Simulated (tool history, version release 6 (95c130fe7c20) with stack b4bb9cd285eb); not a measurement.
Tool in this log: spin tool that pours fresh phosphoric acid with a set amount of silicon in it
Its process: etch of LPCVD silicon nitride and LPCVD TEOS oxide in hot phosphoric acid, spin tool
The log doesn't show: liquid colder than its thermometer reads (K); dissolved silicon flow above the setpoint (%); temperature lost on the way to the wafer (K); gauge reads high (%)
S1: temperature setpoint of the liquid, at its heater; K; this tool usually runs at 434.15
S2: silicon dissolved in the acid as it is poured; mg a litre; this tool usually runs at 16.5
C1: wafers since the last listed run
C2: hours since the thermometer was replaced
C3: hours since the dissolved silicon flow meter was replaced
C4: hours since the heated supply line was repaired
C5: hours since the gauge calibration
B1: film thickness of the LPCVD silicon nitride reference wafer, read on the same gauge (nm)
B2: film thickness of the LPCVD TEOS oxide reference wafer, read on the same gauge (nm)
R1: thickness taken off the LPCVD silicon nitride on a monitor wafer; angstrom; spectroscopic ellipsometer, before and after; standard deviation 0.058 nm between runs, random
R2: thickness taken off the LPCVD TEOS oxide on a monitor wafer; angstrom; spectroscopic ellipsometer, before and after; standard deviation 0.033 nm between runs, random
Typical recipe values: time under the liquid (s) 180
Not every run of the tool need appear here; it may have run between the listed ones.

run 1 day=0.000 | S1=434.15 S2=10.5 time_under_the_liquid_(s)=265 | C1=0 C2=121.1 C3=145.3 C4=2267.0 C5=960.7 | B1=49.41 B2=118.594 | R1=260.6 R2=9.47
run 2 day=3.933 | S1=434.15 S2=10.5 time_under_the_liquid_(s)=265 | C1=488 C2=215.5 C3=239.7 C4=2361.4 C5=1055.1 | B1=49.36 B2=118.435 | R1=259.4 R2=10.35
run 3 day=6.588 | S1=434.15 S2=16.5 time_under_the_liquid_(s)=180 | C1=329 C2=279.2 C3=303.4 C4=2425.1 C5=1118.8 | B1=49.32 B2=118.332 | R1=176.3 R2=6.19
run 4 day=9.738 | S1=434.15 S2=16.5 time_under_the_liquid_(s)=280 | C1=391 C2=354.8 C3=379.0 C4=2500.7 C5=1194.4 | B1=49.25 B2=118.162 | R1=275.7 R2=9.28
-- day=19.438 heated supply line repaired
run 5 day=23.121 | S1=431.15 S2=24.5 time_under_the_liquid_(s)=180 | C1=1658 C2=676.0 C3=700.2 C4=88.4 C5=1515.6 | B1=49.03 B2=117.611 | R1=157.8 R2=3.71
run 6 day=25.983 | S1=434.15 S2=20.0 time_under_the_liquid_(s)=90 | C1=355 C2=744.7 C3=768.9 C4=157.1 C5=1584.3 | B1=48.95 B2=117.504 | R1=87.8 R2=2.49
run 7 day=29.067 | S1=437.15 S2=16.5 time_under_the_liquid_(s)=180 | C1=383 C2=818.7 C3=842.9 C4=231.1 C5=1658.3 | B1=48.91 B2=117.395 | R1=193.1 R2=7.33
run 8 day=31.062 | S1=434.15 S2=16.5 time_under_the_liquid_(s)=180 | C1=248 C2=866.6 C3=890.8 C4=279.0 C5=1706.2 | B1=48.87 B2=117.279 | R1=174.7 R2=5.63
-- day=32.225 dissolved silicon flow meter replaced
run 9 day=34.350 | S1=432.65 S2=11.5 time_under_the_liquid_(s)=90 | C1=403 C2=945.5 C3=51.0 C4=357.9 C5=1785.1 | B1=48.82 B2=117.116 | R1=82.9 R2=3.26
run 10 day=38.054 | S1=436.15 S2=10.5 time_under_the_liquid_(s)=130 | C1=460 C2=1034.4 C3=139.9 C4=446.8 C5=1874.0 | B1=48.73 B2=116.951 | R1=135.7 R2=5.35
run 11 day=41.708 | S1=437.15 S2=12.0 time_under_the_liquid_(s)=220 | C1=454 C2=1122.1 C3=227.6 C4=534.5 C5=1961.7 | B1=48.67 B2=116.831 | R1=235.4 R2=9.38
-- day=41.762 thermometer replaced
run 12 day=43.388 | S1=436.15 S2=16.5 time_under_the_liquid_(s)=70 | C1=203 C2=39.0 C3=267.9 C4=574.8 C5=2002.0 | B1=48.66 B2=116.735 | R1=72.4 R2=2.62
run 13 day=46.700 | S1=434.15 S2=16.5 time_under_the_liquid_(s)=80 | C1=411 C2=118.5 C3=347.4 C4=654.3 C5=2081.5 | B1=48.60 B2=116.634 | R1=77.5 R2=2.55
-- day=49.838 gauge calibrated
run 14 day=51.108 | S1=437.15 S2=25.0 time_under_the_liquid_(s)=180 | C1=547 C2=224.3 C3=453.2 C4=760.1 C5=30.5 | B1=49.64 B2=119.143 | R1=195.5 R2=5.33
run 15 day=52.954 | S1=434.15 S2=16.5 time_under_the_liquid_(s)=180 | C1=229 C2=268.6 C3=497.5 C4=804.4 C5=74.8 | B1=49.63 B2=119.092 | R1=177.4 R2=6.32
run 16 day=56.129 | S1=436.15 S2=16.5 time_under_the_liquid_(s)=180 | C1=394 C2=344.8 C3=573.7 C4=880.6 C5=151.0 | B1=49.55 B2=118.988 | R1=189.1 R2=6.91
run 17 day=59.350 | S1=434.15 S2=10.0 time_under_the_liquid_(s)=125 | C1=400 C2=422.1 C3=651.0 C4=957.9 C5=228.3 | B1=49.48 B2=118.799 | R1=123.0 R2=4.86

What does the tool deliver on the next run?
run 18 day=63.421 | S1=434.15 S2=16.5 time_under_the_liquid_(s)=210 | C1=505 C2=519.8 C3=748.7 C4=1055.6 C5=326.0 | B1=? B2=? | R1=? R2=?

B1: 49.44
B2: 118.640
R1: 205.5 angstrom
R2: 7.09 angstrom
With the hidden condition absent and the run-to-run variation left alone, this run would have shown R1 207.9 angstrom, R2 7.17 angstrom.
